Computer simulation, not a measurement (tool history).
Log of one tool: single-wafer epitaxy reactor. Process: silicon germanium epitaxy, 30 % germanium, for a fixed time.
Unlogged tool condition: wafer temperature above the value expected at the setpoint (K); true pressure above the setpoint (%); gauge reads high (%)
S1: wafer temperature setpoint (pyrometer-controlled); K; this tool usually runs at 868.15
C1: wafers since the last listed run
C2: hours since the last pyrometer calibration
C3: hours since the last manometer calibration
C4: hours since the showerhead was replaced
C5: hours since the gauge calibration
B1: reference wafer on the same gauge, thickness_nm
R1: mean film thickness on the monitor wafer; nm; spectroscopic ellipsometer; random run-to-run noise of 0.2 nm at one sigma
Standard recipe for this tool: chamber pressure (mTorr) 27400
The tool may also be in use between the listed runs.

Run 1, hour 0: usual settings; C1 0; C2 1325.4; C3 843.8; C4 7259.7; C5 368.8; B1 74.177. Result: R1 62.779 nm.
Run 2, hour 99.6: usual settings; C1 2472; C2 1425; C3 943.4; C4 7359.3; C5 468.4; B1 74.204. Result: R1 63.067 nm.
Run 3, hour 149.7: usual settings; C1 1243; C2 1475.1; C3 993.5; C4 7409.4; C5 518.5; B1 74.19. Result: R1 63.029 nm.
Run 4, hour 198.1: usual settings; C1 1201; C2 1523.5; C3 1041.9; C4 7457.8; C5 566.9; B1 74.206. Result: R1 62.879 nm.
Run 5, hour 240.8: usual settings but S1 880.15 K, chamber pressure (mTorr) 31200; C1 1060; C2 1566.2; C3 1084.6; C4 7500.5; C5 609.6; B1 74.235. Result: R1 82.992 nm.
Run 6, hour 534: usual settings; C1 7278; C2 1859.4; C3 1377.8; C4 7793.7; C5 902.8; B1 74.188. Result: R1 63.145 nm.
Run 7, hour 606.5: usual settings; C1 1799; C2 1931.9; C3 1450.3; C4 7866.2; C5 975.3; B1 74.164. Result: R1 63.533 nm.
At hour 626.4: showerhead replaced.
Run 8, hour 686.8: usual settings but S1 859.15 K; C1 1794; C2 2012.2; C3 1530.6; C4 60.4; C5 1055.6; B1 74.224. Result: R1 54.235 nm.
Run 9, hour 790.9: usual settings but S1 859.15 K; C1 2584; C2 2116.3; C3 1634.7; C4 164.5; C5 1159.7; B1 74.209. Result: R1 53.721 nm.
Run 10, hour 859.3: usual settings; C1 1698; C2 2184.7; C3 1703.1; C4 232.9; C5 1228.1; B1 74.236. Result: R1 63.374 nm.
At hour 903.1: gauge calibrated.
Run 11, hour 950.8: usual settings but S1 858.15 K; C1 2271; C2 2276.2; C3 1794.6; C4 324.4; C5 47.7; B1 74.2. Result: R1 53.156 nm.
At hour 972.1: capacitance manometer re-zeroed and calibrated.
At hour 972.9: pyrometer calibrated.
Run 12, hour 987.4: usual settings but S1 863.15 K, chamber pressure (mTorr) 25200; C1 687; C2 14.5; C3 15.3; C4 361; C5 84.3; B1 74.188. Result: R1 54.183 nm.
Run 13, hour 1056.9: usual settings but S1 859.15 K; C1 1725; C2 84; C3 84.8; C4 430.5; C5 153.8; B1 74.192. Result: R1 53.328 nm.
Run 14, hour 1147.3: usual settings but S1 858.15 K, chamber pressure (mTorr) 32900; C1 2244; C2 174.4; C3 175.2; C4 520.9; C5 244.2; B1 74.157. Result: R1 57.684 nm.
Run 15, hour 1222.4: usual settings but chamber pressure (mTorr) 34000; C1 1864; C2 249.5; C3 250.3; C4 596; C5 319.3; B1 74.215. Result: R1 69.789 nm.
Run 16, hour 1261.4: usual settings but S1 874.15 K, chamber pressure (mTorr) 22300; C1 968; C2 288.5; C3 289.3; C4 635; C5 358.3; B1 74.216. Result: R1 61.344 nm.
Run 17, hour 1366.3: usual settings but chamber pressure (mTorr) 22100; C1 2604; C2 393.4; C3 394.2; C4 739.9; C5 463.2; B1 74.188. Result: R1 54.811 nm.
Run 18, hour 1443.6: usual settings but chamber pressure (mTorr) 34000; C1 1919; C2 470.7; C3 471.5; C4 817.2; C5 540.5; B1 74.219. Result: R1 69.8 nm.

Pick out some run-to-run changes in R1. Of each, how much would a tool without hidden state show as well, from the settings, what came in and chance, and how much is left for the hidden state and any gauge scatter not in both results compared?
Run 4 -> 5: S1 868.15 -> 880.15, chamber pressure (mTorr) 27400 -> 31200. R1 +20.113 nm: hidden state +0.307, all else +19.806.
Run 11 -> 12: S1 858.15 -> 863.15, chamber pressure (mTorr) 27400 -> 25200, capacitance manometer re-zeroed and calibrated, pyrometer calibrated. R1 +1.027 nm: hidden state -1.072, all else +2.099.

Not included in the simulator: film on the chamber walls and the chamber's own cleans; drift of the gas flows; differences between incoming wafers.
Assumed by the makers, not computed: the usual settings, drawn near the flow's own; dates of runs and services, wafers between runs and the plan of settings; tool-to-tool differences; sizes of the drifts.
